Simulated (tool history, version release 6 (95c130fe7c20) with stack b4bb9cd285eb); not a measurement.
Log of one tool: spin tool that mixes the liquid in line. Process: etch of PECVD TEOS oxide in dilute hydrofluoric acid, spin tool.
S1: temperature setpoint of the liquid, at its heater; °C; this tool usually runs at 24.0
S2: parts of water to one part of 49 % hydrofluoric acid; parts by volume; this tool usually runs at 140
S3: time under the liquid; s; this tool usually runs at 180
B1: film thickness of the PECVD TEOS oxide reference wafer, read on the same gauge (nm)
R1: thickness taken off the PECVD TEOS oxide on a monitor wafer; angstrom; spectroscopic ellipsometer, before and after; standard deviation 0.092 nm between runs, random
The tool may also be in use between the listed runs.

run,day,S1,S2,S3,B1,R1
1,0.000,24.0,140,115,40.01,86.3
2,0.379,27.5,140,180,40.01,154.6
3,1.050,27.5,140,180,40.00,155.8
4,1.662,24.0,140,180,40.00,136.8
5,2.321,24.0,140,180,40.00,135.5
6,2.946,24.0,140,180,39.99,134.2
7,3.475,24.0,140,255,40.00,194.1
8,4.175,24.0,140,255,39.99,194.3
9,4.592,24.0,140,255,40.02,192.2
10,4.871,24.0,140,250,39.99,189.1
11,5.246,24.0,140,180,39.99,135.8
# day 5.533: gauge calibrated
12,5.575,24.0,140,180,40.00,137.5
13,6.058,24.0,140,180,40.00,136.5
14,6.654,27.5,110,215,40.00,243.1
15,7.400,24.0,90,180,40.00,225.2
16,8.046,24.0,140,180,40.00,136.9
17,10.142,21.0,140,180,39.99,119.5
18,10.650,24.0,140,180,40.02,136.8
19,11.258,26.5,95,135,40.01,174.3
# day 11.775: hydrofluoric acid flow meter replaced
20,12.496,26.5,180,290,40.01,179.1
21,13.167,27.5,85,180,40.02,272.5
# day 13.588: thermometer replaced
22,13.892,22.0,140,180,40.01,125.0
23,14.600,26.0,95,180,39.99,228.0
24,15.242,20.5,140,180,40.00,118.9
25,15.767,24.0,140,180,39.97,134.8
26,16.088,24.0,140,180,40.00,136.2
27,16.617,24.0,200,105,39.98,51.5
28,17.029,21.0,85,225,40.00,264.8
29,17.733,24.0,140,150,39.99,111.6
30,18.292,28.0,100,180,40.01,234.3
31,18.925,26.5,120,215,40.00,211.5
32,19.467,22.0,205,180,40.00,79.9
33,19.725,20.5,110,125,40.01,108.2
34,20.142,24.0,70,115,40.00,187.4

Consider 3 possible next runs. They are alternatives, not a sequence: every one starts from the tool as it was left by run 34. What does each give?
A,20.162,24.0,205,180,?,?
B,20.162,22.0,140,255,?,?
C,20.162,28.5,120,85,?,?

run,B1,R1
A,40.00,86.4
B,40.00,178.2
C,40.00,91.1
Take away the tool's hidden state, keep each run's random variation, and the runs would have read:
run,R1
A,86.4
B,178.2
C,91.1

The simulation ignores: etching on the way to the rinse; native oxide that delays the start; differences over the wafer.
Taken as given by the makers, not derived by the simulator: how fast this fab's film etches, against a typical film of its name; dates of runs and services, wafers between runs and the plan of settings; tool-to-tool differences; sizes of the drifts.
